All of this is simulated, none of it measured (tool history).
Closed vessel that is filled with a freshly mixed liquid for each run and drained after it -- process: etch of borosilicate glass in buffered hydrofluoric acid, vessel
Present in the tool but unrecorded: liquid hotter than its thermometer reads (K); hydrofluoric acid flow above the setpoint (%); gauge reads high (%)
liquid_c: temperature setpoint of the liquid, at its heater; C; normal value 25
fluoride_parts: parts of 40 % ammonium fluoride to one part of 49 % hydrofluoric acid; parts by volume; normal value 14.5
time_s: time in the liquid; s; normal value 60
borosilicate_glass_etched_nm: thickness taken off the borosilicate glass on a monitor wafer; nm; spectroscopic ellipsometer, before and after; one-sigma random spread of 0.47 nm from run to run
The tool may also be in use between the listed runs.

| run | day | liquid_c | fluoride_parts | time_s | wafers since the last listed run | hours since the thermometer was replaced | hours since the hydrofluoric acid flow meter was replaced | hours since the gauge calibration | read-back film thickness of the borosilicate glass reference wafer, read on the same gauge (nm) | borosilicate_glass_etched_nm |
|---|---|---|---|---|---|---|---|---|---|---|
| 1 | 0 | 25 | 18.5 | 60 | 0 | 245.1 | 1090.2 | 898.7 | 50.02 | 47.19 |
| 2 | 1.288 | 25 | 14.5 | 60 | 2827 | 276 | 1121.1 | 929.6 | 50.02 | 59.87 |
| 3 | 2.333 | 27 | 14.5 | 70 | 2297 | 301.1 | 1146.2 | 954.7 | 49.99 | 79.01 |
| 4 | 3.779 | 25 | 14.5 | 60 | 3175 | 335.8 | 1180.9 | 989.4 | 50.01 | 60.56 |
| 5 | 4.704 | 25 | 14.5 | 60 | 2031 | 358 | 1203.1 | 1011.6 | 50.03 | 59.53 |
| 6 | 5.75 | 25 | 14.5 | 35 | 2297 | 383.1 | 1228.2 | 1036.7 | 50.02 | 35.33 |
| 7 | 6.567 | 25 | 14.5 | 35 | 1793 | 402.7 | 1247.8 | 1056.3 | 50.03 | 35.55 |
| 8 | 7.525 | 25 | 14.5 | 35 | 2104 | 425.7 | 1270.8 | 1079.3 | 50 | 35.09 |
| 9 | 8.062 | 25 | 14.5 | 60 | 1180 | 438.6 | 1283.7 | 1092.2 | 49.98 | 60.12 |
| 10 | 9.512 | 25 | 14.5 | 60 | 3184 | 473.4 | 1318.5 | 1127 | 50 | 60.25 |
| 11 | 10.454 | 25 | 14.5 | 60 | 2068 | 496 | 1341.1 | 1149.6 | 50 | 61.21 |
| 12 | 11.342 | 25 | 14.5 | 60 | 1949 | 517.3 | 1362.4 | 1170.9 | 49.98 | 61.25 |
|  | 12.725 | thermometer replaced |
| 13 | 12.746 | 28 | 14.5 | 60 | 2992 | 0.5 | 1396.1 | 1204.6 | 50.01 | 73.23 |
| 14 | 13.425 | 25 | 14.5 | 75 | 1491 | 16.8 | 1412.4 | 1220.9 | 50 | 78.41 |
| 15 | 14.475 | 22 | 12.5 | 60 | 2306 | 42 | 1437.6 | 1246.1 | 50.03 | 61.06 |
|  | 15.067 | hydrofluoric acid flow meter replaced |
| 16 | 15.104 | 23 | 20 | 80 | 1290 | 57.1 | 0.9 | 1261.2 | 50.02 | 54.68 |
|  | 15.438 | gauge calibrated |
| 17 | 16.392 | 25 | 18.5 | 60 | 2827 | 88 | 31.8 | 22.9 | 50 | 48.94 |
| 18 | 17.646 | 25 | 18 | 60 | 2754 | 118.1 | 61.9 | 53 | 50 | 50.57 |
| 19 | 18.925 | 23.5 | 14.5 | 85 | 2809 | 148.8 | 92.6 | 83.7 | 50.01 | 80.69 |
| 20 | 20.675 | 25 | 14.5 | 60 | 3843 | 190.8 | 134.6 | 125.7 | 50.03 | 62.81 |
| 21 | 21.546 | 29 | 20 | 90 | 1912 | 211.7 | 155.5 | 146.6 | 50.01 | 84.19 |
| 22 | 22.688 | 25 | 14.5 | 60 | 2507 | 239.1 | 182.9 | 174 | 50.02 | 63.42 |
|  | 22.879 | thermometer replaced, repeated, since the last time left the tool worse |
| 23 | 23.283 | 25 | 14.5 | 60 | 1217 | 9.7 | 197.2 | 188.3 | 50.01 | 60.04 |
| 24 | 24.746 | 25 | 14.5 | 60 | 3212 | 44.8 | 232.3 | 223.4 | 49.97 | 60.23 |
| 25 | 25.483 | 22 | 20 | 80 | 1619 | 62.5 | 250 | 241.1 | 50 | 49.09 |
| 26 | 26.738 | 29 | 10 | 50 | 2754 | 92.6 | 280.1 | 271.2 | 49.97 | 89.16 |
| 27 | 28.033 | 21.5 | 10.5 | 80 | 2846 | 123.7 | 311.2 | 302.3 | 49.99 | 90.84 |
| 28 | 29.492 | 22.5 | 11 | 75 | 3203 | 158.7 | 346.2 | 337.3 | 50.02 | 85.27 |
| 29 | 30.371 | 22 | 14.5 | 60 | 1931 | 179.8 | 367.3 | 358.4 | 49.98 | 51.21 |
| 30 | 31.871 | 25 | 14.5 | 60 | 3294 | 215.8 | 403.3 | 394.4 | 49.99 | 60.83 |
| 31 | 32.946 | 23.5 | 20 | 60 | 2361 | 241.6 | 429.1 | 420.2 | 50 | 39.81 |
| 32 | 34.021 | 28 | 19.5 | 90 | 2361 | 267.4 | 454.9 | 446 | 50.01 | 79.12 |
| 33 | 35.3 | 25 | 14.5 | 60 | 2809 | 298.1 | 485.6 | 476.7 | 49.97 | 61.15 |

What if the next run were any one of these 3? Each begins from the tool's condition after run 33:
| A | 35.329 | 25 | 14.5 | 60 | 64 | 298.8 | 486.3 | 477.4 | ? | ? |
| B | 35.329 | 27.5 | 10.5 | 35 | 64 | 298.8 | 486.3 | 477.4 | ? | ? |
| C | 35.329 | 23 | 14.5 | 60 | 64 | 298.8 | 486.3 | 477.4 | ? | ? |

| run | read-back film thickness of the borosilicate glass reference wafer, read on the same gauge (nm) | borosilicate_glass_etched_nm |
|---|---|---|
| A | 50.02 | 60.09 |
| B | 50.02 | 54.99 |
| C | 50.02 | 53.99 |
What these runs would have given with no unlogged condition in the tool:
| run | borosilicate_glass_etched_nm |
|---|---|
| A | 58.64 |
| B | 53.68 |
| C | 52.67 |

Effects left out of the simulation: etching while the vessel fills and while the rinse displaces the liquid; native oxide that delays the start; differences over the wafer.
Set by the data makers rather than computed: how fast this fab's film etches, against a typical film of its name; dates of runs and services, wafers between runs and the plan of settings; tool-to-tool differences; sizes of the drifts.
